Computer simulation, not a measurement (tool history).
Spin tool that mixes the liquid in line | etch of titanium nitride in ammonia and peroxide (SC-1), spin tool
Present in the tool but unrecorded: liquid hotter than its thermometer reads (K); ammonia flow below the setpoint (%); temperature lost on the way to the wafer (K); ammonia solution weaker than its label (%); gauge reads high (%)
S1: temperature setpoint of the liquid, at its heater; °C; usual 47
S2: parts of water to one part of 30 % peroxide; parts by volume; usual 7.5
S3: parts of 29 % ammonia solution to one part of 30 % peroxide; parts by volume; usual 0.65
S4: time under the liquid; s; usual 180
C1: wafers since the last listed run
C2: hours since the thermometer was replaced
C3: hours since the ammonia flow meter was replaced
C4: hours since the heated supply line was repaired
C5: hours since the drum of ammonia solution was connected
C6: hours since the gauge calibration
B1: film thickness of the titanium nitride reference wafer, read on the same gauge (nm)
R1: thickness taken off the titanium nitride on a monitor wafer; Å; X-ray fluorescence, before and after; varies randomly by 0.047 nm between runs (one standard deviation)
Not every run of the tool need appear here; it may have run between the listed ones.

run    hour    S1   S2    S3   S4    C1      C2      C3     C4      C5     C6      B1     R1
  1       0    47  7.5  0.65  180     0  2203.5   731.6    723   630.3  505.3  100.03  109.9
  2    61.1    47  7.5  0.65  215   434  2264.6   792.7  784.1   691.4  566.4  100.02  131.7
  3   121.7    47  7.5  0.55  180   430  2325.2   853.3  844.7     752    627     100  107.3
  4   177.8    47  7.5  0.55  180   398  2381.3   909.4  900.8   808.1  683.1  100.02  106.8
      191.6  -- heated supply line repaired
  5   202.6    47  7.5  0.55  180   169  2406.1   934.2     11   832.9  707.9   99.96  111.4
  6   257.5    47  7.5  0.65  180   390    2461   989.1   65.9   887.8  762.8     100  113.3
      297.4  -- gauge calibrated
  7   324.3    47  9.5  0.65  180   474  2527.8  1055.9  132.7   954.6   26.9     100  100.9
  8   389.9    47  7.5  0.65  180   466  2593.4  1121.5  198.3  1020.2   92.5  100.03  112.7
      409.3  -- thermometer replaced
  9   444.5    47    6  0.65  180   381    35.2  1176.1  252.9  1074.8  147.1   99.99  125.9
 10     490    47  5.5  0.65  180   323    80.7  1221.6  298.4  1120.3  192.6   99.99    131
 11   521.8  54.5    6  0.85  235   226   112.5  1253.4  330.2  1152.1  224.4  100.05  287.9
 12   585.4    50  7.5   0.8  180   452   176.1    1317  393.8  1215.7    288   99.97  143.4
      599.8  -- ammonia flow meter replaced
 13   641.4    51  6.5  0.65  180   390   232.1    41.6  449.8  1271.7    344     100  159.2
      658.4  -- new drum of ammonia solution connected
 14   713.3    47    6  0.65  180   504     304   113.5  521.7    54.9  415.9   99.98  123.8
 15   755.6    39    9  0.95  180   300   346.3   155.8    564    97.2  458.2   99.96   60.2
 16   821.3    51  6.5  0.65  180   467     412   221.5  629.7   162.9  523.9   99.98  157.8
 17   880.6    47    5  0.65  225   421   471.3   280.8    689   222.2  583.2   99.99  167.1
 18   920.6    47    5  0.65  210   284   511.3   320.8    729   262.2  623.2   99.98  156.1
 19   957.3    47  7.5  0.65  180   260     548   357.5  765.7   298.9  659.9     100  110.7
      959.7  -- heated supply line repaired
 20  1010.1    52  7.5  0.65  180   368   600.8   410.3   50.4   351.7  712.7     100  161.3
 21  1054.1    47  7.5   0.5  180   312   644.8   454.3   94.4   395.7  756.7  100.05    108
     1080.5  -- gauge calibrated
 22  1109.7    47  7.5  0.65  180   395   700.4   509.9    150   451.3   29.2  100.01  112.4
 23  1157.4    47  7.5  0.65  180   339   748.1   557.6  197.7     499   76.9   99.95  112.6
 24  1212.1    47    6  0.65  250   388   802.8   612.3  252.4   553.7  131.6     100  175.1
 25  1362.8    44  7.5  0.55  245  1071   953.5     763  403.1   704.4  282.3     100  119.1

Consider 3 possible next runs. They are alternatives, not a sequence: every one starts from the tool as it was left by run 25. What does each give?
  A  1363.3  53  7.5  0.65  180   3  954  763.5  403.6  704.9  282.8   ?   ?
  B  1363.3  54  7.5  0.65  180   3  954  763.5  403.6  704.9  282.8   ?   ?
  C  1363.3  44  9.5  0.45  220   3  954  763.5  403.6  704.9  282.8   ?   ?

run      B1     R1
  A  100.01  170.5
  B  100.01  182.6
  C  100.01   92.2
What these runs would have given with no unlogged condition in the tool:
run     R1
  A  173.8
  B  186.1
  C   94.1
